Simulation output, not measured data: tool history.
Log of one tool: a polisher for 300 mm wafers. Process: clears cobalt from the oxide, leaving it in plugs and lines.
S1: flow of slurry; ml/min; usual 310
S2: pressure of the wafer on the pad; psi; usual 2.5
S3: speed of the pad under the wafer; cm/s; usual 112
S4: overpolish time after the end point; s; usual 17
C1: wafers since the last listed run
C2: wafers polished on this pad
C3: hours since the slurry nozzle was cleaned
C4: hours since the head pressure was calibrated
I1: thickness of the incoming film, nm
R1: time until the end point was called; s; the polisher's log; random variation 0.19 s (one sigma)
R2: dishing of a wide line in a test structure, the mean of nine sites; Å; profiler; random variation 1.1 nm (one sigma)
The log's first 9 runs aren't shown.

Run 10, hour 681.4: usual settings; C1 537; C2 1549; C3 107.6; C4 930.6; I1 211.0. Result: R1 25.2 s, R2 612 Å.
Run 11, hour 722.8: usual settings but S4 24 s; C1 320; C2 1870; C3 149.0; C4 972.0; I1 208.5. Result: R1 24.6 s, R2 692 Å.
Run 12, hour 760.0: usual settings but S4 24 s; C1 288; C2 2158; C3 186.2; C4 1009.2; I1 208.8. Result: R1 25.1 s, R2 695 Å.
Run 13, hour 808.1: usual settings; C1 372; C2 2530; C3 234.3; C4 1057.3; I1 207.0. Result: R1 25.4 s, R2 606 Å.
At hour 842.2: worn pad replaced by a new one.
Run 14, hour 847.8: usual settings but S1 255 ml/min, S3 142 cm/s; C1 276; C2 43; C3 274.0; C4 1097.0; I1 211.9. Result: R1 19.5 s, R2 666 Å.
Run 15, hour 880.3: usual settings; C1 251; C2 295; C3 306.5; C4 1129.5; I1 207.9. Result: R1 23.7 s, R2 616 Å.
At hour 901.9: head pressure recalibrated.
Run 16, hour 946.1: usual settings; C1 494; C2 789; C3 372.3; C4 44.2; I1 208.0. Result: R1 24.4 s, R2 628 Å.
Run 17, hour 991.2: usual settings but S1 250 ml/min, S2 2.1 psi, S3 142 cm/s, S4 22 s; C1 349; C2 1138; C3 417.4; C4 89.3; I1 207.0. Result: R1 23.7 s, R2 679 Å.
Run 18, hour 1056.8: usual settings but S1 230 ml/min, S2 1.9 psi; C1 508; C2 1647; C3 483.0; C4 154.9; I1 206.6. Result: R1 33.9 s, R2 543 Å.
Run 19, hour 1081.9: usual settings but S1 230 ml/min; C1 194; C2 1841; C3 508.1; C4 180.0; I1 208.0. Result: R1 26.2 s, R2 583 Å.
Run 20, hour 1126.8: usual settings but S1 270 ml/min, S3 142 cm/s; C1 347; C2 2189; C3 553.0; C4 224.9; I1 213.7. Result: R1 20.9 s, R2 641 Å.
At hour 1146.1: worn pad replaced by a new one.
Run 21, hour 1171.2: usual settings but S1 405 ml/min, S3 140 cm/s, S4 22 s; C1 312; C2 194; C3 597.4; C4 269.3; I1 209.0. Result: R1 19.0 s, R2 694 Å.
Run 22, hour 1237.7: usual settings but S3 148 cm/s; C1 515; C2 709; C3 663.9; C4 335.8; I1 206.4. Result: R1 18.3 s, R2 655 Å.
At hour 1255.9: slurry nozzle cleaned.
Run 23, hour 1287.5: usual settings but S1 210 ml/min, S3 136 cm/s; C1 378; C2 1087; C3 31.6; C4 385.6; I1 209.5. Result: R1 21.6 s, R2 635 Å.
Run 24, hour 1339.5: usual settings but S4 9 s; C1 402; C2 1490; C3 83.6; C4 437.6; I1 208.4. Result: R1 25.1 s, R2 427 Å.
Run 25, hour 1374.4: usual settings but S3 100 cm/s; C1 270; C2 1761; C3 118.5; C4 472.5; I1 209.2. Result: R1 28.3 s, R2 589 Å.
Run 26, hour 1441.0: usual settings but S1 255 ml/min, S2 1.6 psi, S3 134 cm/s, S4 27 s; C1 515; C2 2276; C3 185.1; C4 539.1; I1 212.8. Result: R1 35.7 s, R2 655 Å.
At hour 1510.7: worn pad replaced by a new one.
Run 27, hour 1511.2: usual settings but S2 3.0 psi; C1 512; C2 4; C3 255.3; C4 609.3; I1 206.4. Result: R1 19.5 s, R2 660 Å.
Run 28, hour 1533.7: usual settings but S1 405 ml/min, S2 2.9 psi, S3 132 cm/s, S4 12 s; C1 174; C2 178; C3 277.8; C4 631.8; I1 211.2. Result: R1 17.3 s, R2 606 Å.
Run 29, hour 1591.7: usual settings; C1 449; C2 627; C3 335.8; C4 689.8; I1 210.0. Result: R1 24.6 s, R2 595 Å.
Run 30, hour 1645.4: usual settings; C1 415; C2 1043; C3 389.5; C4 743.5; I1 208.8. Result: R1 25.1 s, R2 613 Å.
Run 31, hour 1670.8: usual settings; C1 196; C2 1240; C3 414.9; C4 768.9; I1 213.5. Result: R1 25.5 s, R2 619 Å.
Run 32, hour 1725.5: usual settings but S1 245 ml/min, S2 2.8 psi, S3 84 cm/s, S4 22 s; C1 423; C2 1664; C3 469.6; C4 823.6; I1 206.3. Result: R1 30.3 s, R2 596 Å.

Forecast each of these 3 alternatives for the next run:
Run A, hour 1725.9: usual settings but S1 380 ml/min; C1 3; C2 1667; C3 470.0; C4 824.0; I1 210.5. Result: R1 ?, R2 ?.
Run B, hour 1725.9: usual settings but S1 260 ml/min, S2 1.9 psi, S3 82 cm/s, S4 12 s; C1 3; C2 1667; C3 470.0; C4 824.0; I1 210.5. Result: R1 ?, R2 ?.
Run C, hour 1725.9: usual settings but S1 345 ml/min, S2 2.9 psi, S3 82 cm/s, S4 12 s; C1 3; C2 1667; C3 470.0; C4 824.0; I1 210.5. Result: R1 ?, R2 ?.

run    R1   R2
  A  24.7  598
  B  46.1  349
  C  29.3  467
Without the tool's hidden state the same runs would have given:
run    R1   R2
  A  22.8  616
  B  42.5  370
  C  27.1  488
